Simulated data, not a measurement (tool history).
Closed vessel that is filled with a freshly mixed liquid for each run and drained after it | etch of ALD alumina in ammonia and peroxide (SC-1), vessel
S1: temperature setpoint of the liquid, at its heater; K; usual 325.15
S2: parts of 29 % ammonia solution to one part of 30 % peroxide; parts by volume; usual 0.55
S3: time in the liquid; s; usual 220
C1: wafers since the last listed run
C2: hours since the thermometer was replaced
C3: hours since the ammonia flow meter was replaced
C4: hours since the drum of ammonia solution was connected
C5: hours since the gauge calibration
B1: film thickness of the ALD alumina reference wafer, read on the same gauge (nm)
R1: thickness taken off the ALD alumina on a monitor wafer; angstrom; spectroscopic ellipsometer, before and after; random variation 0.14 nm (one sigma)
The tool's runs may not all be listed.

Run 1, hour 0.0: usual settings but S1 317.65 K, S3 305 s; C1 0; C2 2467.3; C3 634.0; C4 267.8; C5 735.0; B1 120.00. Result: R1 124.8 angstrom.
Run 2, hour 84.9: usual settings but S1 317.65 K, S3 305 s; C1 5214; C2 2552.2; C3 718.9; C4 352.7; C5 819.9; B1 120.01. Result: R1 127.5 angstrom.
Run 3, hour 143.9: usual settings but S1 330.65 K, S3 180 s; C1 3623; C2 2611.2; C3 777.9; C4 411.7; C5 878.9; B1 120.00. Result: R1 151.5 angstrom.
At hour 163.8: ammonia flow meter replaced.
Run 4, hour 205.9: usual settings but S1 330.65 K, S3 180 s; C1 3746; C2 2673.2; C3 42.1; C4 473.7; C5 940.9; B1 120.03. Result: R1 151.4 angstrom.
At hour 280.2: new drum of ammonia solution connected.
Run 5, hour 304.7: usual settings but S1 330.65 K, S3 180 s; C1 6007; C2 2772.0; C3 140.9; C4 24.5; C5 1039.7; B1 119.98. Result: R1 151.1 angstrom.
Run 6, hour 423.2: usual settings but S2 0.65 parts by volume; C1 7278; C2 2890.5; C3 259.4; C4 143.0; C5 1158.2; B1 119.99. Result: R1 141.0 angstrom.
Run 7, hour 476.6: usual settings but S2 0.65 parts by volume; C1 3279; C2 2943.9; C3 312.8; C4 196.4; C5 1211.6; B1 120.00. Result: R1 142.1 angstrom.
Run 8, hour 561.7: usual settings; C1 5227; C2 3029.0; C3 397.9; C4 281.5; C5 1296.7; B1 120.00. Result: R1 137.8 angstrom.
At hour 585.9: gauge calibrated.
Run 9, hour 601.3: usual settings but S1 322.15 K, S2 0.30 parts by volume; C1 2432; C2 3068.6; C3 437.5; C4 321.1; C5 15.4; B1 119.99. Result: R1 111.2 angstrom.
Run 10, hour 690.8: usual settings but S1 330.15 K, S2 0.75 parts by volume, S3 285 s; C1 5497; C2 3158.1; C3 527.0; C4 410.6; C5 104.9; B1 120.01. Result: R1 240.3 angstrom.
Run 11, hour 744.0: usual settings but S1 319.15 K, S2 0.40 parts by volume, S3 170 s; C1 3267; C2 3211.3; C3 580.2; C4 463.8; C5 158.1; B1 119.99. Result: R1 74.0 angstrom.
At hour 746.9: thermometer replaced.
Run 12, hour 801.9: usual settings but S1 335.15 K, S3 260 s; C1 3494; C2 55.0; C3 638.1; C4 521.7; C5 216.0; B1 119.99. Result: R1 279.7 angstrom.
Run 13, hour 870.0: usual settings but S1 322.15 K, S2 0.65 parts by volume; C1 4182; C2 123.1; C3 706.2; C4 589.8; C5 284.1; B1 120.01. Result: R1 118.7 angstrom.
At hour 876.0: ammonia flow meter replaced.
At hour 881.8: new drum of ammonia solution connected.
Run 14, hour 952.9: usual settings but S1 329.65 K; C1 4969; C2 206.0; C3 76.9; C4 71.1; C5 367.0; B1 120.00. Result: R1 176.1 angstrom.
Run 15, hour 1000.2: usual settings but S3 170 s; C1 2905; C2 253.3; C3 124.2; C4 118.4; C5 414.3; B1 120.01. Result: R1 108.2 angstrom.
Run 16, hour 1192.2: usual settings; C1 11793; C2 445.3; C3 316.2; C4 310.4; C5 606.3; B1 120.00. Result: R1 138.1 angstrom.
Run 17, hour 1242.5: usual settings; C1 3089; C2 495.6; C3 366.5; C4 360.7; C5 656.6; B1 119.98. Result: R1 137.9 angstrom.
Run 18, hour 1318.8: usual settings but S1 322.15 K, S2 0.40 parts by volume, S3 110 s; C1 4686; C2 571.9; C3 442.8; C4 437.0; C5 732.9; B1 119.98. Result: R1 56.5 angstrom.

Forecast each of these 3 alternatives for the next run:
Run A, hour 1319.5: usual settings but S2 0.25 parts by volume; C1 42; C2 572.6; C3 443.5; C4 437.7; C5 733.6; B1 ?. Result: R1 ?.
Run B, hour 1319.5: usual settings but S1 315.65 K, S2 0.40 parts by volume; C1 42; C2 572.6; C3 443.5; C4 437.7; C5 733.6; B1 ?. Result: R1 ?.
Run C, hour 1319.5: usual settings but S2 0.65 parts by volume, S3 110 s; C1 42; C2 572.6; C3 443.5; C4 437.7; C5 733.6; B1 ?. Result: R1 ?.

run      B1     R1
  A  120.02  128.7
  B  120.02   79.0
  C  120.02   70.5
Without the tool's hidden state the same runs would have given:
run     R1
  A  128.7
  B   79.0
  C   70.5
